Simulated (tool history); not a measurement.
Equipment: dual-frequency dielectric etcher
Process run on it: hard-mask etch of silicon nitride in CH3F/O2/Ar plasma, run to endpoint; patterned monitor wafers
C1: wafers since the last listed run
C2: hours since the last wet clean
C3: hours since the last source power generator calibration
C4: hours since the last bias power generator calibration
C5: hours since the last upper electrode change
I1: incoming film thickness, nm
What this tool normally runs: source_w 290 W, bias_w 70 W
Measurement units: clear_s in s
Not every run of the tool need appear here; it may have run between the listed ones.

Run 1, hour 0: usual settings; C1 0; C2 244.6; C3 3976.8; C4 3833.7; C5 2041.9; I1 43.94. Result: clear_s 70.2 s.
Run 2, hour 12.7: usual settings; C1 212; C2 257.3; C3 3989.5; C4 3846.4; C5 2054.6; I1 43.54. Result: clear_s 69.5 s.
Run 3, hour 21.4: usual settings; C1 145; C2 266; C3 3998.2; C4 3855.1; C5 2063.3; I1 44.58. Result: clear_s 70.7 s.
Run 4, hour 33.3: usual settings; C1 199; C2 277.9; C3 4010.1; C4 3867; C5 2075.2; I1 43.96. Result: clear_s 69.6 s.
Run 5, hour 39.4: usual settings but bias_w 81 W; C1 102; C2 284; C3 4016.2; C4 3873.1; C5 2081.3; I1 44.06. Result: clear_s 65.8 s.
Run 6, hour 50.6: usual settings but bias_w 81 W; C1 187; C2 295.2; C3 4027.4; C4 3884.3; C5 2092.5; I1 43.5. Result: clear_s 64.8 s.
Run 7, hour 68.3: usual settings but bias_w 81 W; C1 296; C2 312.9; C3 4045.1; C4 3902; C5 2110.2; I1 44.31. Result: clear_s 66.4 s.
Run 8, hour 74.7: usual settings but bias_w 76 W; C1 107; C2 319.3; C3 4051.5; C4 3908.4; C5 2116.6; I1 43.89. Result: clear_s 67.1 s.
Run 9, hour 88.3: usual settings but source_w 340 W; C1 227; C2 332.9; C3 4065.1; C4 3922; C5 2130.2; I1 43.78. Result: clear_s 66.5 s.
Run 10, hour 103.7: usual settings but source_w 340 W; C1 257; C2 348.3; C3 4080.5; C4 3937.4; C5 2145.6; I1 43.76. Result: clear_s 66.3 s.
Run 11, hour 142: usual settings but source_w 340 W; C1 641; C2 386.6; C3 4118.8; C4 3975.7; C5 2183.9; I1 44.52. Result: clear_s 67.4 s.
Run 12, hour 149.1: usual settings; C1 118; C2 393.7; C3 4125.9; C4 3982.8; C5 2191; I1 43.94. Result: clear_s 69.5 s.
Run 13, hour 166.1: usual settings; C1 284; C2 410.7; C3 4142.9; C4 3999.8; C5 2208; I1 44.11. Result: clear_s 70.6 s.
Run 14, hour 181.4: usual settings; C1 256; C2 426; C3 4158.2; C4 4015.1; C5 2223.3; I1 44.4. Result: clear_s 70.5 s.
At hour 210.2: bias power generator calibrated.
At hour 226.3: source power generator calibrated.
Run 15, hour 226.8: usual settings; C1 626; C2 471.4; C3 0.5; C4 16.6; C5 2268.7; I1 43.78. Result: clear_s 69.7 s.
Run 16, hour 237.7: usual settings but source_w 270 W; C1 182; C2 482.3; C3 11.4; C4 27.5; C5 2279.6; I1 43.87. Result: clear_s 71.2 s.
Run 17, hour 247.2: usual settings; C1 159; C2 491.8; C3 20.9; C4 37; C5 2289.1; I1 43.54. Result: clear_s 69.3 s.
Run 18, hour 261.7: usual settings; C1 242; C2 506.3; C3 35.4; C4 51.5; C5 2303.6; I1 43.78. Result: clear_s 69.3 s.
Run 19, hour 273.3: usual settings but bias_w 62 W; C1 194; C2 517.9; C3 47; C4 63.1; C5 2315.2; I1 43.93. Result: clear_s 73.2 s.
Run 20, hour 283.3: usual settings but source_w 350 W, bias_w 55 W; C1 167; C2 527.9; C3 57; C4 73.1; C5 2325.2; I1 43.88. Result: clear_s 72.9 s.
Run 21, hour 295.9: usual settings but source_w 230 W, bias_w 79 W; C1 210; C2 540.5; C3 69.6; C4 85.7; C5 2337.8; I1 44.17. Result: clear_s 70.7 s.
At hour 320.3: wet clean of the chamber.
Run 22, hour 320.8: usual settings; C1 15; C2 0.5; C3 94.5; C4 110.6; C5 2362.7; I1 44.21. Result: clear_s 70.1 s.
Run 23, hour 321.1: usual settings but bias_w 84 W; C1 5; C2 0.8; C3 94.8; C4 110.9; C5 2363; I1 44.47. Result: clear_s 65.4 s.
Run 24, hour 322.6: usual settings but source_w 270 W, bias_w 65 W; C1 25; C2 2.3; C3 96.3; C4 112.4; C5 2364.5; I1 44.02. Result: clear_s 73.3 s.
At hour 350.6: upper electrode replaced.
Run 25, hour 360.6: usual settings but source_w 230 W; C1 234; C2 40.3; C3 134.3; C4 150.4; C5 10; I1 44.1. Result: clear_s 74.2 s.
Run 26, hour 369.8: usual settings but source_w 350 W, bias_w 55 W; C1 153; C2 49.5; C3 143.5; C4 159.6; C5 19.2; I1 43.99. Result: clear_s 73.1 s.
Run 27, hour 376.4: usual settings; C1 110; C2 56.1; C3 150.1; C4 166.2; C5 25.8; I1 43.73. Result: clear_s 69 s.
Run 28, hour 383.4: usual settings but source_w 350 W, bias_w 55 W; C1 117; C2 63.1; C3 157.1; C4 173.2; C5 32.8; I1 44.62. Result: clear_s 74 s.
Run 29, hour 389.7: usual settings but source_w 350 W, bias_w 60 W; C1 105; C2 69.4; C3 163.4; C4 179.5; C5 39.1; I1 43.62. Result: clear_s 69.6 s.
Run 30, hour 399.4: usual settings but source_w 330 W, bias_w 88 W; C1 162; C2 79.1; C3 173.1; C4 189.2; C5 48.8; I1 44.15. Result: clear_s 61.5 s.
Run 31, hour 411.6: usual settings but source_w 250 W, bias_w 83 W; C1 204; C2 91.3; C3 185.3; C4 201.4; C5 61; I1 44.3. Result: clear_s 67.6 s.
Run 32, hour 418: usual settings; C1 107; C2 97.7; C3 191.7; C4 207.8; C5 67.4; I1 44.29. Result: clear_s 69.8 s.
Run 33, hour 432.3: usual settings but source_w 350 W; C1 239; C2 112; C3 206; C4 222.1; C5 81.7; I1 44.83. Result: clear_s 68 s.
Run 34, hour 441: usual settings but source_w 330 W, bias_w 53 W; C1 145; C2 120.7; C3 214.7; C4 230.8; C5 90.4; I1 43.72. Result: clear_s 74.8 s.
Run 35, hour 454.9: usual settings; C1 232; C2 134.6; C3 228.6; C4 244.7; C5 104.3; I1 44.16. Result: clear_s 70.1 s.
Run 36, hour 468.2: usual settings but source_w 260 W, bias_w 81 W; C1 222; C2 147.9; C3 241.9; C4 258; C5 117.6; I1 44. Result: clear_s 67.5 s.

What the log doesn't show, run by run:
etch rate over this chamber's usual, %: 0 in every run
source power that arrives over what is set, %: 0 in every run
bias power that arrives over what is set, %: 0 in every run

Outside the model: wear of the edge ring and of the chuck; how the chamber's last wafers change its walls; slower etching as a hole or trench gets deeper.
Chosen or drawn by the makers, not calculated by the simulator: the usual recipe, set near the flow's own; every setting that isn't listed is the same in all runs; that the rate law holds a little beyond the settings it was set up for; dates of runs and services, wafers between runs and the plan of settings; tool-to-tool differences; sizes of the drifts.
